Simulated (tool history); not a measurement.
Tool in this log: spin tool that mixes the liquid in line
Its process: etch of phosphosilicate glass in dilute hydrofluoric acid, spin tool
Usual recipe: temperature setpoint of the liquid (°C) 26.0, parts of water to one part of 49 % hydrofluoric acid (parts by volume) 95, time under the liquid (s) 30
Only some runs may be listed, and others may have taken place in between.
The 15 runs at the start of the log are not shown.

run,day,temperature setpoint of the liquid (°C),parts of water to one part of 49 % hydrofluoric acid (parts by volume),time under the liquid (s),"read-back film thickness of the phosphosilicate glass reference wafer, read on the same gauge (nm)",thickness taken off the phosphosilicate glass on a monitor wafer (Å)
16,37.792,26.0,115,50,90.01,584.3
# day 39.304: gauge calibrated
17,40.612,26.0,95,25,90.00,356.6
18,43.033,29.0,95,30,90.01,480.7
19,45.183,27.5,95,15,89.96,227.8
20,46.571,24.0,50,30,90.01,792.3
21,49.008,29.5,95,45,90.02,730.0
22,51.508,28.0,95,30,89.99,453.1
# day 57.117: hydrofluoric acid flow meter replaced
# day 59.833: thermometer replaced
23,60.129,23.5,125,30,89.99,290.3
24,62.725,26.0,95,30,89.99,433.2

What does the tool deliver on the next run?
25,64.400,29.0,95,20,?,?

read-back film thickness of the phosphosilicate glass reference wafer, read on the same gauge (nm): 90.00
thickness taken off the phosphosilicate glass on a monitor wafer (Å): 329.6
With the hidden condition absent and the run-to-run variation left alone, this run would have shown thickness taken off the phosphosilicate glass on a monitor wafer (Å) 333.2.

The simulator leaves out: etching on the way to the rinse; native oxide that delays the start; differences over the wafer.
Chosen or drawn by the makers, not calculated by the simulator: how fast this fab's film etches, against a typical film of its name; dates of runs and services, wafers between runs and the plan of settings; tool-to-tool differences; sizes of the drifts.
